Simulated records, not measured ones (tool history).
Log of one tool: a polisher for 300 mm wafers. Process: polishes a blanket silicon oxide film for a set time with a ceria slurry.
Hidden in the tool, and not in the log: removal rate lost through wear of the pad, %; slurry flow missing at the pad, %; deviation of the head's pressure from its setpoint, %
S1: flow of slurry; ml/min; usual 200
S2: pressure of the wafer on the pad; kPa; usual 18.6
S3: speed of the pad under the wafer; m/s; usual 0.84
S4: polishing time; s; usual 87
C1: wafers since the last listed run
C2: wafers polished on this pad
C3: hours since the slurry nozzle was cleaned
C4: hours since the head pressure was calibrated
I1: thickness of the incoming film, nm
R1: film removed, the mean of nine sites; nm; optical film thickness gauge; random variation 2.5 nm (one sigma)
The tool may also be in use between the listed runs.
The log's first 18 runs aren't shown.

run    hour   S1    S2    S3   S4    C1    C2     C3      C4     I1     R1
 19  1305.5  200  18.6  0.84   87   569  1090  302.4  1119.2  935.0  318.0
 20  1351.3  200  18.6  0.84   87   515  1606  348.2  1165.0  912.7  310.3
 21  1395.5  255  18.6  0.84   87   497  2103  392.4  1209.2  920.0  326.4
     1399.5  -- head pressure recalibrated
 22  1494.5  150  21.4  1.02  102  1092  3196  491.4    95.0  927.5  421.0
     1511.4  -- slurry nozzle cleaned
 23  1566.1  200  18.6  0.94   70   795  3991   54.7   166.6  911.8  274.3
 24  1637.9  200  18.6  0.62   87   808  4800  126.5   238.4  921.3  230.8
 25  1744.5  250  18.6  0.84   87  1200  6001  233.1   345.0  939.9  318.3
     1784.9  -- worn pad replaced by a new one
 26  1847.6  200  18.6  0.84   87  1116   706  336.2   448.1  936.1  306.2
 27  1950.4  200  14.5  0.84   87  1157  1864  439.0   550.9  904.3  247.7
     1954.9  -- slurry nozzle cleaned
 28  2056.7  200  18.6  0.84   87  1186  3050  101.8   657.2  910.4  315.7
 29  2097.6  200  18.6  1.08   65   460  3511  142.7   698.1  922.6  304.2
 30  2192.6  145  20.7  0.70   87  1070  4581  237.7   793.1  928.7  271.9
 31  2280.9  245  24.1  0.84   87   994  5576  326.0   881.4  918.8  398.5
     2288.3  -- worn pad replaced by a new one
 32  2342.9  140  18.6  1.00   87   653   615  388.0   943.4  924.7  342.1
     2441.3  -- head pressure recalibrated
 33  2448.4  265  16.5  0.84   87  1165  1781  493.5     7.1  928.7  273.0
     2517.9  -- slurry nozzle cleaned
 34  2543.8  200  18.6  0.84   87  1063  2844   25.9   102.5  925.8  308.9

5 ways to go on from here, each from the tool as it stands after run 34. What would each give?
  A  2544.3  175  18.6  0.84  87   5  2850  26.4  103.0  914.3   ?
  B  2544.3  170  18.6  0.84  67   5  2850  26.4  103.0  914.3   ?
  C  2544.3  250  18.6  0.84  66   5  2850  26.4  103.0  914.3   ?
  D  2544.3  240  18.6  0.84  87   5  2850  26.4  103.0  914.3   ?
  E  2544.3  235  18.6  0.84  87   5  2850  26.4  103.0  914.3   ?

run     R1
  A  296.1
  B  227.0
  C  235.7
  D  309.3
  E  308.5
Without the tool's hidden state the same runs would have given:
run     R1
  A  288.4
  B  221.1
  C  229.4
  D  301.1
  E  300.3
